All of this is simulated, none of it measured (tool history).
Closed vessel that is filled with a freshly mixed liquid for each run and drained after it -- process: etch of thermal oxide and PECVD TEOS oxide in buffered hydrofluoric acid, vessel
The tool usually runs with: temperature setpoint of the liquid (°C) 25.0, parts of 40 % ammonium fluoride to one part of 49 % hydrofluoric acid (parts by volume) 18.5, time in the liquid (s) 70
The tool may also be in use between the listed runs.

run     day  temperature setpoint of the liquid (°C)  parts of 40 % ammonium fluoride to one part of 49 % hydrofluoric acid (parts by volume)  time in the liquid (s)  read-back film thickness of the thermal oxide reference wafer, read on the same gauge (nm)  read-back film thickness of the PECVD TEOS oxide reference wafer, read on the same gauge (nm)  thickness taken off the thermal oxide on a monitor wafer (nm)  thickness taken off the PECVD TEOS oxide on a monitor wafer (nm)
  1   0.000                                     21.5                                                                                     18.5                      50                                                                                       30.02                                                                                         110.06                                                          23.20                                                             64.68
  2   2.675                                     21.5                                                                                     18.5                      50                                                                                       29.99                                                                                         109.99                                                          22.91                                                             64.84
  3   5.042                                     25.0                                                                                     18.5                      70                                                                                       30.00                                                                                         110.01                                                          38.50                                                            110.04
  4   7.933                                     25.0                                                                                     18.5                      70                                                                                       30.00                                                                                         110.00                                                          38.59                                                            108.30
  5  10.154                                     25.0                                                                                     18.5                      70                                                                                       30.01                                                                                         109.95                                                          38.45                                                            108.35
     11.062  -- gauge calibrated
  6  12.112                                     25.0                                                                                     18.5                      70                                                                                       30.00                                                                                         110.06                                                          37.95                                                            107.55
     12.821  -- thermometer replaced
  7  13.458                                     25.0                                                                                     18.5                      70                                                                                       29.99                                                                                         109.99                                                          42.22                                                            120.87
  8  15.862                                     29.5                                                                                     16.5                      95                                                                                       30.00                                                                                         110.04                                                          82.71                                                            232.55
  9  17.167                                     28.0                                                                                     18.5                      55                                                                                       30.03                                                                                         110.04                                                          39.51                                                            110.11
 10  18.179                                     29.0                                                                                     18.5                      70                                                                                       30.01                                                                                         109.99                                                          52.31                                                            148.36
 11  20.108                                     26.5                                                                                     23.0                      70                                                                                       30.00                                                                                         109.97                                                          38.64                                                            108.19
     20.950  -- hydrofluoric acid flow meter replaced
 12  22.067                                     25.0                                                                                     18.5                      70                                                                                       29.99                                                                                         110.03                                                          42.75                                                            118.50
 13  25.058                                     25.0                                                                                     18.5                      70                                                                                       30.00                                                                                         109.97                                                          42.05                                                            117.78
 14  26.258                                     20.5                                                                                     18.5                     100                                                                                       30.02                                                                                         110.00                                                          46.22                                                            130.45

Branching from run 14: 3 alternative next runs. What would each branch give?
  A  26.288                                     25.0                                                                                     18.5                      70                                                                                           ?                                                                                              ?                                                              ?                                                                 ?
  B  26.288                                     29.5                                                                                     18.5                      70                                                                                           ?                                                                                              ?                                                              ?                                                                 ?
  C  26.288                                     22.5                                                                                     18.5                      55                                                                                           ?                                                                                              ?                                                              ?                                                                 ?

run  read-back film thickness of the thermal oxide reference wafer, read on the same gauge (nm)  read-back film thickness of the PECVD TEOS oxide reference wafer, read on the same gauge (nm)  thickness taken off the thermal oxide on a monitor wafer (nm)  thickness taken off the PECVD TEOS oxide on a monitor wafer (nm)
  A                                                                                       30.00                                                                                         110.02                                                          41.13                                                            117.44
  B                                                                                       30.00                                                                                         110.02                                                          52.41                                                            149.64
  C                                                                                       30.00                                                                                         110.02                                                          28.16                                                             80.42
Without the tool's hidden state the same runs would have given:
run  thickness taken off the thermal oxide on a monitor wafer (nm)  thickness taken off the PECVD TEOS oxide on a monitor wafer (nm)
  A                                                          42.71                                                            121.94
  B                                                          54.36                                                            155.21
  C                                                          29.26                                                             83.55

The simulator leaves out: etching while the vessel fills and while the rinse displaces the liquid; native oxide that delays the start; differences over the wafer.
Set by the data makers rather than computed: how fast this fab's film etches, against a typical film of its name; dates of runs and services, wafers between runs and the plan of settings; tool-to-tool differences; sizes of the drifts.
